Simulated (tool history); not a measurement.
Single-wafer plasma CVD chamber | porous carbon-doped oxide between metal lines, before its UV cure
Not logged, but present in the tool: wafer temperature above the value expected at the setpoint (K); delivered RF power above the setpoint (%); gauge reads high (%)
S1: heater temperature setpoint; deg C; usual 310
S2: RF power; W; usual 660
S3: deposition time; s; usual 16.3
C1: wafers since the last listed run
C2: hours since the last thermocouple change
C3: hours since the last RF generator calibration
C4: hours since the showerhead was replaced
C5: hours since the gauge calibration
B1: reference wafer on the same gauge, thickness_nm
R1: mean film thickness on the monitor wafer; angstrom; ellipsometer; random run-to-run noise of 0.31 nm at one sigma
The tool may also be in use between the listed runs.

Run 1, day 0: usual settings; C1 0; C2 862.6; C3 388.5; C4 3994.4; C5 19.1; B1 98.132. Result: R1 1084.99 angstrom.
Run 2, day 1.608: usual settings; C1 1053; C2 901.2; C3 427.1; C4 4033; C5 57.7; B1 98.048. Result: R1 1078.2 angstrom.
Run 3, day 4.721: usual settings; C1 2038; C2 975.9; C3 501.8; C4 4107.7; C5 132.4; B1 97.932. Result: R1 1071.55 angstrom.
Run 4, day 7.65: usual settings; C1 1918; C2 1046.2; C3 572.1; C4 4178; C5 202.7; B1 97.993. Result: R1 1071.44 angstrom.
Run 5, day 11.808: usual settings; C1 2723; C2 1146; C3 671.9; C4 4277.8; C5 302.5; B1 97.996. Result: R1 1069.45 angstrom.
Run 6, day 15.058: usual settings; C1 2128; C2 1224; C3 749.9; C4 4355.8; C5 380.5; B1 97.975. Result: R1 1067.85 angstrom.
Run 7, day 16.612: usual settings; C1 1017; C2 1261.3; C3 787.2; C4 4393.1; C5 417.8; B1 97.955. Result: R1 1065.56 angstrom.
Run 8, day 18.242: usual settings; C1 1066; C2 1300.4; C3 826.3; C4 4432.2; C5 456.9; B1 98.047. Result: R1 1064.14 angstrom.
Run 9, day 21.088: usual settings; C1 1863; C2 1368.7; C3 894.6; C4 4500.5; C5 525.2; B1 98.058. Result: R1 1063.46 angstrom.
Run 10, day 25.408: usual settings; C1 2829; C2 1472.4; C3 998.3; C4 4604.2; C5 628.9; B1 97.919. Result: R1 1060.94 angstrom.
Run 11, day 27.2: usual settings; C1 1173; C2 1515.4; C3 1041.3; C4 4647.2; C5 671.9; B1 98.033. Result: R1 1058.36 angstrom.
Run 12, day 30.704: usual settings but S1 317 deg C, S2 550 W, S3 18.3 s; C1 2294; C2 1599.5; C3 1125.4; C4 4731.3; C5 756; B1 98.022. Result: R1 1042.67 angstrom.
At day 31.917: showerhead replaced.
At day 33.421: thermocouple changed; heater temperature recalibrated.
Run 13, day 34.229: usual settings but S2 555 W, S3 13.8 s; C1 1871; C2 19.4; C3 1210; C4 55.5; C5 840.6; B1 98.024. Result: R1 850.24 angstrom.
Run 14, day 37.483: usual settings; C1 2131; C2 97.5; C3 1288.1; C4 133.6; C5 918.7; B1 97.948. Result: R1 1082.12 angstrom.
Run 15, day 39.208: usual settings but S2 575 W, S3 17.8 s; C1 1129; C2 138.9; C3 1329.5; C4 175; C5 960.1; B1 97.965. Result: R1 1095.46 angstrom.
At day 42.038: RF generator calibrated.
Run 16, day 43.979: usual settings; C1 2906; C2 253.4; C3 46.6; C4 289.5; C5 1074.6; B1 97.988. Result: R1 1099.29 angstrom.
Run 17, day 46.175: usual settings but S3 14.7 s; C1 1438; C2 306.1; C3 99.3; C4 342.2; C5 1127.3; B1 97.961. Result: R1 988.13 angstrom.
At day 48.425: gauge calibrated.
Run 18, day 59.242: usual settings but S1 297 deg C; C1 8557; C2 619.7; C3 412.9; C4 655.8; C5 259.6; B1 98.03. Result: R1 1168.53 angstrom.
Run 19, day 62.733: usual settings but S2 735 W; C1 2286; C2 703.5; C3 496.7; C4 739.6; C5 343.4; B1 97.941. Result: R1 1142.09 angstrom.
Run 20, day 65.238: usual settings but S2 700 W; C1 1640; C2 763.6; C3 556.8; C4 799.7; C5 403.5; B1 97.994. Result: R1 1117.1 angstrom.
Run 21, day 68.271: usual settings; C1 1986; C2 836.4; C3 629.6; C4 872.5; C5 476.3; B1 97.868. Result: R1 1076.88 angstrom.
Run 22, day 71.958: usual settings but S1 295 deg C, S2 615 W, S3 19 s; C1 2414; C2 924.9; C3 718.1; C4 961; C5 564.8; B1 98.032. Result: R1 1322.87 angstrom.

What differs in the tool's unlogged condition from the final listed run ahead of each entry between runs to the first listed run following it?
After run 12, before run 13: showerhead replaced (day 31.917); thermocouple changed; heater temperature recalibrated (day 33.421)
  wafer temperature above the value expected at the setpoint (K): 4.3 -> -0.554; delivered RF power above the setpoint (%): -2.21 -> -2.38
  what was measured, less what the result would be without the hidden state, R1: -36.07 -> -7.44 angstrom
After run 15, before run 16: RF generator calibrated (day 42.038)
  wafer temperature above the value expected at the setpoint (K): -0.521 -> -0.445; delivered RF power above the setpoint (%): -2.61 -> -0.304
  what was measured, less what the result would be without the hidden state, R1: -11.07 -> +1.17 angstrom
After run 17, before run 18: gauge calibrated (day 48.425)
  wafer temperature above the value expected at the setpoint (K): -0.396 -> 0.0961; delivered RF power above the setpoint (%): -0.406 -> -1.01
  what was measured, less what the result would be without the hidden state, R1: +0.28 -> -6.5 angstrom
